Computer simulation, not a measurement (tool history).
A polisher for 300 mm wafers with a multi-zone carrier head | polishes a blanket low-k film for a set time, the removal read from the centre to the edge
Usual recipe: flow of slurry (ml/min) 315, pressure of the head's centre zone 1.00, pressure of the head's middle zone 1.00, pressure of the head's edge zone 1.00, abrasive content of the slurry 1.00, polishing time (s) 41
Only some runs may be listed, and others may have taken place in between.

run	hour	flow of slurry (ml/min)	pressure of the head's centre zone	pressure of the head's middle zone	pressure of the head's edge zone	abrasive content of the slurry	polishing time (s)	incoming thickness of the incoming film, nm	film removed at the wafer's centre (angstrom)	film removed at mid-radius (angstrom)	film removed at the wafer's edge (angstrom)
1	0.0	315	1.00	1.00	1.00	1.05	41	738.4	225	226	228
# hour 26.6: edge zone pressure recalibrated
2	35.3	315	1.00	1.00	1.00	0.75	41	735.5	201	201	200
3	48.2	350	1.00	0.94	1.00	1.10	41	730.2	229	214	227
4	69.4	315	1.00	1.10	1.00	1.00	41	739.5	221	240	218
5	99.4	370	1.00	1.12	1.07	0.90	41	725.9	217	239	220
# hour 111.1: slurry nozzle cleaned
6	125.5	380	1.04	1.00	1.00	1.00	41	727.7	233	219	218
# hour 135.8: worn pad replaced by a new one
7	158.9	315	1.08	1.00	1.00	0.80	41	726.1	228	211	205
8	180.3	250	1.05	1.00	1.00	1.00	53	723.9	298	272	285
# hour 189.8: centre zone pressure recalibrated
9	213.9	315	0.95	0.96	0.96	0.75	41	747.1	195	199	198
10	228.2	315	1.11	0.92	1.00	1.00	41	725.2	248	209	217
11	262.3	315	1.00	1.00	1.00	0.70	41	739.7	198	202	198
12	292.6	315	1.04	1.11	1.00	1.00	41	727.0	230	241	219
13	319.2	315	1.00	0.90	1.00	1.00	41	731.9	217	199	218
14	336.3	410	1.00	0.89	1.00	1.00	41	736.8	222	200	221
15	359.0	360	1.00	1.00	1.00	0.75	41	736.3	205	200	199
# hour 373.6: worn pad replaced by a new one
16	384.4	270	1.00	1.00	1.00	1.10	41	733.6	230	227	227
17	396.4	315	1.00	1.00	0.88	1.00	46	728.8	250	254	234
18	424.8	395	1.00	1.00	1.10	1.00	41	740.1	230	229	235
19	457.6	315	1.00	1.07	1.04	0.85	47	722.7	243	259	244
20	479.3	250	1.00	1.00	1.00	1.00	41	729.1	214	222	218
# hour 490.3: centre zone pressure recalibrated
21	514.4	315	1.00	1.00	1.00	1.00	41	729.6	223	221	220

Here are 5 independent what-if runs from the current tool condition. What would each one return?
A	514.8	315	1.00	1.00	1.00	1.00	41	734.9	?	?	?
B	514.8	400	1.00	1.00	1.00	1.00	41	734.9	?	?	?
C	514.8	390	1.00	1.09	1.00	1.00	35	734.9	?	?	?
D	514.8	315	1.00	1.00	1.11	1.00	41	734.9	?	?	?
E	514.8	315	1.00	0.95	1.00	1.00	41	734.9	?	?	?

run	film removed at the wafer's centre (angstrom)	film removed at mid-radius (angstrom)	film removed at the wafer's edge (angstrom)
A	218	220	219
B	223	225	222
C	190	206	189
D	218	220	230
E	218	211	219
Without the tool's unlogged condition, the same runs would have read:
run	film removed at the wafer's centre (angstrom)	film removed at mid-radius (angstrom)	film removed at the wafer's edge (angstrom)
A	223	225	224
B	229	230	228
C	195	211	194
D	223	225	236
E	223	216	224

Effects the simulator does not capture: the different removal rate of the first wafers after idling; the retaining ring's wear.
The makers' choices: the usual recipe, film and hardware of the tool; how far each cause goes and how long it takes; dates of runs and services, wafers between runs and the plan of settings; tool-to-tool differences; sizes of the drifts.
